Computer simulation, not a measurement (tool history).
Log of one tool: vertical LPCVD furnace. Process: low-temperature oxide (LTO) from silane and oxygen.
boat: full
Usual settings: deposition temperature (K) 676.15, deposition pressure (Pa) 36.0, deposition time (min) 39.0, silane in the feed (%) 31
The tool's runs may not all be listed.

run   hour  deposition temperature (K)  deposition pressure (Pa)  deposition time (min)  silane in the feed (%)  wafers since the last listed run  hours since the last temperature calibration  hours since the pressure gauge was zeroed  hours since the silane flow controller was replaced  hours since the gauge calibration  read-back reference wafer on the same gauge, thickness  film thickness on the monitor wafer in the middle of the boat (Å)
  1    0.0                      676.15                      36.0                   39.0                      36                                 0                                        3412.9                                     3109.6                                               4045.1                              316.2                                                  300.87                                                             4248.0
  2   21.6                      676.15                      36.0                   39.0                      36                               271                                        3434.5                                     3131.2                                               4066.7                              337.8                                                  301.35                                                             4240.3
  3   55.1                      676.15                      36.0                   39.0                      36                               420                                        3468.0                                     3164.7                                               4100.2                              371.3                                                  301.18                                                             4255.5
  4   82.0                      667.15                      36.0                   39.0                      31                               337                                        3494.9                                     3191.6                                               4127.1                              398.2                                                  301.12                                                             3144.2
  5  145.9                      676.15                      36.0                   33.0                      26                               801                                        3558.8                                     3255.5                                               4191.0                              462.1                                                  301.03                                                             2291.6
  6  181.3                      676.15                      36.0                   33.0                      26                               444                                        3594.2                                     3290.9                                               4226.4                              497.5                                                  301.06                                                             2299.3
  7  210.8                      676.15                      36.0                   33.0                      26                               370                                        3623.7                                     3320.4                                               4255.9                              527.0                                                  301.17                                                             2303.2
  8  245.5                      676.15                      36.0                   39.0                      31                               435                                        3658.4                                     3355.1                                               4290.6                              561.7                                                  300.89                                                             3494.7
  9  280.8                      671.15                      36.0                   39.0                      31                               442                                        3693.7                                     3390.4                                               4325.9                              597.0                                                  300.78                                                             3296.1
 10  302.6                      671.15                      36.0                   39.0                      31                               273                                        3715.5                                     3412.2                                               4347.7                              618.8                                                  301.01                                                             3299.3
     310.6  -- gauge calibrated
 11  318.4                      671.15                      36.0                   39.0                      31                               198                                        3731.3                                     3428.0                                               4363.5                                7.8                                                  300.78                                                             3301.2
     357.3  -- thermocouples replaced and temperature profile calibrated
 12  357.8                      676.15                      29.3                   47.5                      31                               193                                           0.5                                     3467.4                                               4402.9                               47.2                                                  301.03                                                             3477.3
 13  362.9                      676.15                      28.7                   46.5                      31                                63                                           5.6                                     3472.5                                               4408.0                               52.3                                                  300.70                                                             3332.6
     387.3  -- silane flow controller replaced
 14  387.8                      676.15                      28.7                   46.5                      31                                11                                          30.5                                     3497.4                                                  0.5                               77.2                                                  300.93                                                             3180.9
 15  406.9                      676.15                      36.0                   39.0                      31                               239                                          49.6                                     3516.5                                                 19.6                               96.3                                                  301.11                                                             3357.3
 16  437.0                      671.15                      36.0                   39.0                      31                               377                                          79.7                                     3546.6                                                 49.7                              126.4                                                  300.96                                                             3150.6
 17  468.0                      676.15                      36.0                   39.0                      31                               389                                         110.7                                     3577.6                                                 80.7                              157.4                                                  300.97                                                             3356.4
 18  496.7                      676.15                      36.0                   48.5                      31                               360                                         139.4                                     3606.3                                                109.4                              186.1                                                  301.01                                                             4189.1
     545.6  -- pressure gauge zeroed
 19  546.1                      687.15                      39.3                   39.0                      37                               318                                         188.8                                        0.5                                                158.8                              235.5                                                  300.94                                                             5238.4
 20  551.2                      672.15                      28.7                   39.0                      31                                63                                         193.9                                        5.6                                                163.9                              240.6                                                  301.28                                                             2558.3
 21  577.9                      687.15                      36.0                   53.5                      31                               335                                         220.6                                       32.3                                                190.6                              267.3                                                  300.66                                                             5252.7
 22  613.3                      676.15                      36.0                   39.0                      31                               444                                         256.0                                       67.7                                                226.0                              302.7                                                  301.23                                                             3375.3
 23  635.2                      676.15                      36.0                   52.0                      31                               274                                         277.9                                       89.6                                                247.9                              324.6                                                  301.00                                                             4515.7
 24  652.8                      676.15                      30.7                   39.0                      31                               220                                         295.5                                      107.2                                                265.5                              342.2                                                  301.11                                                             2874.5
 25  682.8                      676.15                      36.0                   39.0                      31                               376                                         325.5                                      137.2                                                295.5                              372.2                                                  301.05                                                             3396.9
 26  698.7                      676.15                      36.0                   45.0                      27                               199                                         341.4                                      153.1                                                311.4                              388.1                                                  300.94                                                             3193.4
 27  733.5                      676.15                      44.7                   39.0                      31                               436                                         376.2                                      187.9                                                346.2                              422.9                                                  301.05                                                             4192.0
 28  761.1                      676.15                      36.0                   39.0                      31                               346                                         403.8                                      215.5                                                373.8                              450.5                                                  300.94                                                             3383.0

5 ways to go on from here, each from the tool as it stands after run 28. What would each give?
  A  766.3                      676.15                      29.3                   39.0                      31                                65                                         409.0                                      220.7                                                379.0                              455.7                                                       ?                                                                  ?
  B  766.3                      676.15                      44.0                   31.0                      31                                65                                         409.0                                      220.7                                                379.0                              455.7                                                       ?                                                                  ?
  C  766.3                      668.15                      27.3                   39.0                      31                                65                                         409.0                                      220.7                                                379.0                              455.7                                                       ?                                                                  ?
  D  766.3                      680.15                      28.7                   30.0                      29                                65                                         409.0                                      220.7                                                379.0                              455.7                                                       ?                                                                  ?
  E  766.3                      676.15                      36.0                   28.0                      28                                65                                         409.0                                      220.7                                                379.0                              455.7                                                       ?                                                                  ?

run  read-back reference wafer on the same gauge, thickness  film thickness on the monitor wafer in the middle of the boat (Å)
  A                                                  300.77                                                             2776.8
  B                                                  300.77                                                             3310.8
  C                                                  300.77                                                             2354.2
  D                                                  300.77                                                             1988.6
  E                                                  300.77                                                             2112.4
Without the tool's hidden state the same runs would have given:
run  film thickness on the monitor wafer in the middle of the boat (Å)
  A                                                             2709.2
  B                                                             3230.2
  C                                                             2296.0
  D                                                             1937.5
  E                                                             2056.1
